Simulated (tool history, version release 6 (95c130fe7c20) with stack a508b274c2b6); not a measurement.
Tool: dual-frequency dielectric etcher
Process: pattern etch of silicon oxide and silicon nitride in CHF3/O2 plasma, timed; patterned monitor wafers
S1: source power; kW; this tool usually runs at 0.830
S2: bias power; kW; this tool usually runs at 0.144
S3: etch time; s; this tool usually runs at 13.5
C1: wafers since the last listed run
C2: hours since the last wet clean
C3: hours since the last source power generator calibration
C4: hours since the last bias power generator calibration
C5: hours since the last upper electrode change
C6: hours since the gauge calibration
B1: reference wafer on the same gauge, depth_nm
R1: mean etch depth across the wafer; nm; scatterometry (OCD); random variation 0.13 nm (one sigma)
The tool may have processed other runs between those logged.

run 1 day=0.000 | S1=0.830 S2=0.144 S3=13.5 | C1=0 C2=419.0 C3=4421.6 C4=2630.7 C5=2031.7 C6=288.8 | B1=24.33 | R1=19.58
run 2 day=2.350 | S1=0.830 S2=0.144 S3=13.5 | C1=676 C2=475.4 C3=4478.0 C4=2687.1 C5=2088.1 C6=345.2 | B1=24.41 | R1=19.25
-- day=4.200 wet clean of the chamber
run 3 day=4.704 | S1=0.830 S2=0.122 S3=13.5 | C1=390 C2=12.1 C3=4534.5 C4=2743.6 C5=2144.6 C6=401.7 | B1=24.33 | R1=19.07
run 4 day=7.188 | S1=0.830 S2=0.122 S3=13.5 | C1=715 C2=71.7 C3=4594.1 C4=2803.2 C5=2204.2 C6=461.3 | B1=24.36 | R1=18.81
run 5 day=8.317 | S1=0.830 S2=0.144 S3=14.5 | C1=325 C2=98.8 C3=4621.2 C4=2830.3 C5=2231.3 C6=488.4 | B1=24.31 | R1=21.58
-- day=10.771 upper electrode replaced
run 6 day=10.792 | S1=0.830 S2=0.144 S3=14.5 | C1=424 C2=158.2 C3=4680.6 C4=2889.7 C5=0.5 C6=547.8 | B1=24.28 | R1=21.27
run 7 day=12.088 | S1=0.830 S2=0.144 S3=14.5 | C1=373 C2=189.3 C3=4711.7 C4=2920.8 C5=31.6 C6=578.9 | B1=24.31 | R1=21.47
-- day=13.750 gauge calibrated
run 8 day=14.946 | S1=0.830 S2=0.144 S3=13.5 | C1=823 C2=257.9 C3=4780.3 C4=2989.4 C5=100.2 C6=28.7 | B1=24.27 | R1=19.76
-- day=16.279 bias power generator calibrated
run 9 day=16.300 | S1=0.890 S2=0.144 S3=13.5 | C1=342 C2=290.4 C3=4812.8 C4=0.5 C5=132.7 C6=61.2 | B1=24.31 | R1=20.32
-- day=18.633 source power generator calibrated
run 10 day=19.142 | S1=0.740 S2=0.144 S3=13.5 | C1=770 C2=358.6 C3=12.2 C4=68.7 C5=200.9 C6=129.4 | B1=24.26 | R1=18.71
run 11 day=21.800 | S1=0.830 S2=0.144 S3=13.5 | C1=765 C2=422.4 C3=76.0 C4=132.5 C5=264.7 C6=193.2 | B1=24.31 | R1=19.17
-- day=25.371 wet clean of the chamber
run 12 day=25.392 | S1=1.020 S2=0.163 S3=10.0 | C1=746 C2=0.5 C3=162.2 C4=218.7 C5=350.9 C6=279.4 | B1=24.27 | R1=17.20
run 13 day=26.121 | S1=0.830 S2=0.144 S3=13.5 | C1=210 C2=18.0 C3=179.7 C4=236.2 C5=368.4 C6=296.9 | B1=24.33 | R1=20.26
run 14 day=28.754 | S1=0.910 S2=0.176 S3=15.0 | C1=758 C2=81.2 C3=242.9 C4=299.4 C5=431.6 C6=360.1 | B1=24.29 | R1=25.13
run 15 day=31.004 | S1=0.890 S2=0.144 S3=17.5 | C1=648 C2=135.2 C3=296.9 C4=353.4 C5=485.6 C6=414.1 | B1=24.26 | R1=27.00
run 16 day=32.550 | S1=0.890 S2=0.179 S3=16.5 | C1=445 C2=172.3 C3=334.0 C4=390.5 C5=522.7 C6=451.2 | B1=24.29 | R1=27.21

Here are 4 independent what-if runs from the current tool condition. What would each one return?
run A day=32.567 | S1=0.660 S2=0.144 S3=13.5 | C1=4 C2=172.7 C3=334.4 C4=390.9 C5=523.1 C6=451.6 | B1=? | R1=?
run B day=32.567 | S1=0.700 S2=0.144 S3=16.5 | C1=4 C2=172.7 C3=334.4 C4=390.9 C5=523.1 C6=451.6 | B1=? | R1=?
run C day=32.567 | S1=0.830 S2=0.144 S3=16.5 | C1=4 C2=172.7 C3=334.4 C4=390.9 C5=523.1 C6=451.6 | B1=? | R1=?
run D day=32.567 | S1=0.620 S2=0.144 S3=11.5 | C1=4 C2=172.7 C3=334.4 C4=390.9 C5=523.1 C6=451.6 | B1=? | R1=?

run=A B1=24.28 R1=18.09
run=B B1=24.28 R1=22.65
run=C B1=24.28 R1=24.29
run=D B1=24.28 R1=15.01
With no hidden state in the tool, these same runs would have given:
run=A R1=18.34
run=B R1=22.97
run=C R1=24.63
run=D R1=15.23
